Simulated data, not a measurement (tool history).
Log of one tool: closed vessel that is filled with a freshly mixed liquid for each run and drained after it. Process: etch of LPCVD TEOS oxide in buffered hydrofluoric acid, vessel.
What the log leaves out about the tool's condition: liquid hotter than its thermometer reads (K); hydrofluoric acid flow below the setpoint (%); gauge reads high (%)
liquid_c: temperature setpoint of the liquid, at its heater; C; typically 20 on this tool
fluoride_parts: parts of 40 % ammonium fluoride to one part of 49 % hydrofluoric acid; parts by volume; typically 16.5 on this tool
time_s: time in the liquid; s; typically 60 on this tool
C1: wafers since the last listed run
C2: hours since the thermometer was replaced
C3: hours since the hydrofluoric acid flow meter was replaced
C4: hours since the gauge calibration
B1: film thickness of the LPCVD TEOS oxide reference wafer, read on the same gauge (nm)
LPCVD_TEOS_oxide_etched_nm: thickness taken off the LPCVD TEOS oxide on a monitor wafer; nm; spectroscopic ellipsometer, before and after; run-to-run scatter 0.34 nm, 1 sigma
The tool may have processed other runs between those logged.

{"run": 1, "hour": 0.0, "liquid_c": 23, "fluoride_parts": 16.5, "time_s": 60, "C1": 0, "C2": 1794.1, "C3": 1716.4, "C4": 150, "B1": 100.02, "LPCVD_TEOS_oxide_etched_nm": 119.12}
{"run": 2, "hour": 12.9, "liquid_c": 23, "fluoride_parts": 16.5, "time_s": 60, "C1": 1284, "C2": 1807, "C3": 1729.3, "C4": 162.9, "B1": 100.02, "LPCVD_TEOS_oxide_etched_nm": 117.46}
{"hour": 18.3, "done": "gauge calibrated"}
{"run": 3, "hour": 27.8, "liquid_c": 23, "fluoride_parts": 16.5, "time_s": 60, "C1": 1483, "C2": 1821.9, "C3": 1744.2, "C4": 9.5, "B1": 100, "LPCVD_TEOS_oxide_etched_nm": 118.55}
{"run": 4, "hour": 34.9, "liquid_c": 20, "fluoride_parts": 16.5, "time_s": 60, "C1": 706, "C2": 1829, "C3": 1751.3, "C4": 16.6, "B1": 100, "LPCVD_TEOS_oxide_etched_nm": 99.96}
{"run": 5, "hour": 48.2, "liquid_c": 21, "fluoride_parts": 16.5, "time_s": 60, "C1": 1324, "C2": 1842.3, "C3": 1764.6, "C4": 29.9, "B1": 100.01, "LPCVD_TEOS_oxide_etched_nm": 106.05}
{"run": 6, "hour": 62.9, "liquid_c": 21, "fluoride_parts": 16.5, "time_s": 60, "C1": 1463, "C2": 1857, "C3": 1779.3, "C4": 44.6, "B1": 99.99, "LPCVD_TEOS_oxide_etched_nm": 106.24}
{"run": 7, "hour": 74.8, "liquid_c": 21, "fluoride_parts": 16.5, "time_s": 60, "C1": 1184, "C2": 1868.9, "C3": 1791.2, "C4": 56.5, "B1": 100.01, "LPCVD_TEOS_oxide_etched_nm": 106.12}
{"run": 8, "hour": 83.8, "liquid_c": 20, "fluoride_parts": 16.5, "time_s": 85, "C1": 896, "C2": 1877.9, "C3": 1800.2, "C4": 65.5, "B1": 99.99, "LPCVD_TEOS_oxide_etched_nm": 141.83}
{"hour": 98.1, "done": "thermometer replaced"}
{"run": 9, "hour": 98.4, "liquid_c": 20, "fluoride_parts": 16.5, "time_s": 85, "C1": 1354, "C2": 0.3, "C3": 1814.8, "C4": 80.1, "B1": 99.98, "LPCVD_TEOS_oxide_etched_nm": 120.9}
{"run": 10, "hour": 112.1, "liquid_c": 20, "fluoride_parts": 16.5, "time_s": 85, "C1": 1364, "C2": 14, "C3": 1828.5, "C4": 93.8, "B1": 100, "LPCVD_TEOS_oxide_etched_nm": 121.65}
{"run": 11, "hour": 119.4, "liquid_c": 20, "fluoride_parts": 16.5, "time_s": 60, "C1": 726, "C2": 21.3, "C3": 1835.8, "C4": 101.1, "B1": 99.98, "LPCVD_TEOS_oxide_etched_nm": 85.62}
{"run": 12, "hour": 137.0, "liquid_c": 20, "fluoride_parts": 16.5, "time_s": 60, "C1": 1752, "C2": 38.9, "C3": 1853.4, "C4": 118.7, "B1": 99.99, "LPCVD_TEOS_oxide_etched_nm": 85.71}
{"run": 13, "hour": 148.5, "liquid_c": 20, "fluoride_parts": 16.5, "time_s": 60, "C1": 1145, "C2": 50.4, "C3": 1864.9, "C4": 130.2, "B1": 100, "LPCVD_TEOS_oxide_etched_nm": 86.21}
{"run": 14, "hour": 164.3, "liquid_c": 24, "fluoride_parts": 23, "time_s": 60, "C1": 1573, "C2": 66.2, "C3": 1880.7, "C4": 146, "B1": 100.02, "LPCVD_TEOS_oxide_etched_nm": 84.6}
{"hour": 170.6, "done": "hydrofluoric acid flow meter replaced"}
{"run": 15, "hour": 175.8, "liquid_c": 17, "fluoride_parts": 13.5, "time_s": 85, "C1": 1045, "C2": 77.7, "C3": 5.2, "C4": 157.5, "B1": 100.02, "LPCVD_TEOS_oxide_etched_nm": 145.01}
{"run": 16, "hour": 187.3, "liquid_c": 21.5, "fluoride_parts": 16.5, "time_s": 60, "C1": 1145, "C2": 89.2, "C3": 16.7, "C4": 169, "B1": 100.03, "LPCVD_TEOS_oxide_etched_nm": 107.69}
{"hour": 192.4, "done": "gauge calibrated"}
{"run": 17, "hour": 196.4, "liquid_c": 20, "fluoride_parts": 16.5, "time_s": 80, "C1": 906, "C2": 98.3, "C3": 25.8, "C4": 4, "B1": 100, "LPCVD_TEOS_oxide_etched_nm": 133.25}
{"run": 18, "hour": 204.3, "liquid_c": 20, "fluoride_parts": 16.5, "time_s": 60, "C1": 786, "C2": 106.2, "C3": 33.7, "C4": 11.9, "B1": 99.99, "LPCVD_TEOS_oxide_etched_nm": 100.02}
{"run": 19, "hour": 221.5, "liquid_c": 20, "fluoride_parts": 16.5, "time_s": 60, "C1": 1712, "C2": 123.4, "C3": 50.9, "C4": 29.1, "B1": 99.97, "LPCVD_TEOS_oxide_etched_nm": 99.92}
{"run": 20, "hour": 229.9, "liquid_c": 18.5, "fluoride_parts": 20.5, "time_s": 90, "C1": 836, "C2": 131.8, "C3": 59.3, "C4": 37.5, "B1": 100, "LPCVD_TEOS_oxide_etched_nm": 112.41}
{"run": 21, "hour": 239.7, "liquid_c": 25, "fluoride_parts": 11, "time_s": 80, "C1": 975, "C2": 141.6, "C3": 69.1, "C4": 47.3, "B1": 99.98, "LPCVD_TEOS_oxide_etched_nm": 262.34}
{"run": 22, "hour": 249.5, "liquid_c": 21.5, "fluoride_parts": 22, "time_s": 60, "C1": 975, "C2": 151.4, "C3": 78.9, "C4": 57.1, "B1": 100.01, "LPCVD_TEOS_oxide_etched_nm": 84}
{"run": 23, "hour": 264.5, "liquid_c": 23, "fluoride_parts": 18.5, "time_s": 50, "C1": 1493, "C2": 166.4, "C3": 93.9, "C4": 72.1, "B1": 100.01, "LPCVD_TEOS_oxide_etched_nm": 87.74}
{"run": 24, "hour": 280.0, "liquid_c": 17, "fluoride_parts": 12.5, "time_s": 85, "C1": 1543, "C2": 181.9, "C3": 109.4, "C4": 87.6, "B1": 100.02, "LPCVD_TEOS_oxide_etched_nm": 156.68}
{"run": 25, "hour": 286.8, "liquid_c": 22, "fluoride_parts": 18, "time_s": 45, "C1": 677, "C2": 188.7, "C3": 116.2, "C4": 94.4, "B1": 99.98, "LPCVD_TEOS_oxide_etched_nm": 77.2}

How would selected steps in LPCVD_TEOS_oxide_etched_nm from run to run divide? Give the signed amount a tool lacking its hidden state would still show from settings, what came in and random variation, and the signed amount left for the hidden state, including any gauge scatter that is not in both of the compared results.
Run 8 -> 9: thermometer replaced. LPCVD_TEOS_oxide_etched_nm -20.93 nm: hidden state -20.62, all else -0.31.
Run 14 -> 15: liquid_c 24 -> 17, fluoride_parts 23 -> 13.5, time_s 60 -> 85, hydrofluoric acid flow meter replaced. LPCVD_TEOS_oxide_etched_nm +60.41 nm: hidden state +8.76, all else +51.65.
Run 20 -> 21: liquid_c 18.5 -> 25, fluoride_parts 20.5 -> 11, time_s 90 -> 80. LPCVD_TEOS_oxide_etched_nm +149.93 nm: hidden state -1, all else +150.93.
Run 21 -> 22: liquid_c 25 -> 21.5, fluoride_parts 11 -> 22, time_s 80 -> 60. LPCVD_TEOS_oxide_etched_nm -178.34 nm: hidden state +0.93, all else -179.27.
